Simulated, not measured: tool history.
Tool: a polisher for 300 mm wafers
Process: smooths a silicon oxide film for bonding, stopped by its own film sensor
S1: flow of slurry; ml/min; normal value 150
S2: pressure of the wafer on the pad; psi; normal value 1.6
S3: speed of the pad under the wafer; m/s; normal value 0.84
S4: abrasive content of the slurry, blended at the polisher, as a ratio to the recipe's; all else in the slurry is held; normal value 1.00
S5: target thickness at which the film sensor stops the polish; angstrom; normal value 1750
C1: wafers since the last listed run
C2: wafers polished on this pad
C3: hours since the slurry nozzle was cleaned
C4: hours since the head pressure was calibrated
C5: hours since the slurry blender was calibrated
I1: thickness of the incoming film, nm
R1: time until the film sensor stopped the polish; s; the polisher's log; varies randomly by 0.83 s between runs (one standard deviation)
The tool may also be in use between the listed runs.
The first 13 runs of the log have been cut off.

run   hour   S1   S2    S3    S4    S5   C1    C2     C3     C4     C5     I1     R1
 14  356.0  125  1.6  0.84  1.00  1750  146  1075  158.9  810.1   67.7  210.2   82.2
 15  387.1  135  1.6  0.60  1.00  1750  297  1373  190.0  841.2   98.8  208.9  100.1
 16  402.2  195  1.6  1.04  1.00  1820  144  1517  205.1  856.3  113.9  207.2   45.7
     405.2  -- head pressure recalibrated
 17  433.3  150  1.6  0.84  1.00  1750  278  1795  236.2   28.1  145.0  210.0   77.6
     458.3  -- worn pad replaced by a new one
 18  533.9  150  1.6  0.84  0.80  1750  923   722  336.8  128.7  245.6  207.0   77.3
 19  564.7  150  1.6  0.84  1.10  1650  294  1017  367.6  159.5  276.4  205.8   89.2
 20  579.6  150  1.2  0.84  1.30  1700  142  1159  382.5  174.4  291.3  206.6   95.4
 21  596.2  150  1.6  0.84  1.00  1750  158  1318  399.1  191.0  307.9  213.2   86.3
 22  619.0  150  1.6  0.84  1.25  1750  217  1536  421.9  213.8  330.7  209.7   70.8
 23  654.9  150  1.8  1.08  1.00  1660  343  1879  457.8  249.7  366.6  209.8   74.2
 24  667.9  125  1.9  0.60  1.00  1750  124  2003  470.8  262.7  379.6  208.4   87.9
 25  689.5  120  1.9  0.84  1.00  1830  206  2210  492.4  284.3  401.2  211.7   57.8
     694.7  -- worn pad replaced by a new one
 26  703.7  150  1.6  0.92  1.00  1750   97    86  506.6  298.5  415.4  209.8   73.3
     710.6  -- slurry blender recalibrated
 27  721.9  150  1.6  0.84  1.00  1750  154   240  524.8  316.7   11.3  211.0   82.9
 28  737.5  150  2.1  0.70  1.15  1750  149   390  540.4  332.3   26.9  210.5   70.5
 29  750.1  170  1.6  0.96  1.00  1750  120   510  553.0  344.9   39.5  210.6   70.2
 30  768.3  100  1.8  0.54  1.15  1750  174   684  571.2  363.1   57.7  209.8  104.2

Here are 4 independent what-if runs from the current tool condition. What would each one return?
  A  768.7  150  1.6  0.84  1.00  1750   3  688  571.6  363.5  58.1  207.9   ?
  B  768.7  150  1.8  0.98  1.00  1750   3  688  571.6  363.5  58.1  207.9   ?
  C  768.7  150  1.0  0.84  0.75  1750   3  688  571.6  363.5  58.1  207.9   ?
  D  768.7  150  1.6  0.56  1.00  1750   3  688  571.6  363.5  58.1  207.9   ?

run     R1
  A   73.1
  B   58.7
  C  115.7
  D  101.2
The same runs, with their run-to-run variation unchanged, on a tool lacking any hidden condition would have given:
run     R1
  A   73.1
  B   58.7
  C  115.7
  D  101.2

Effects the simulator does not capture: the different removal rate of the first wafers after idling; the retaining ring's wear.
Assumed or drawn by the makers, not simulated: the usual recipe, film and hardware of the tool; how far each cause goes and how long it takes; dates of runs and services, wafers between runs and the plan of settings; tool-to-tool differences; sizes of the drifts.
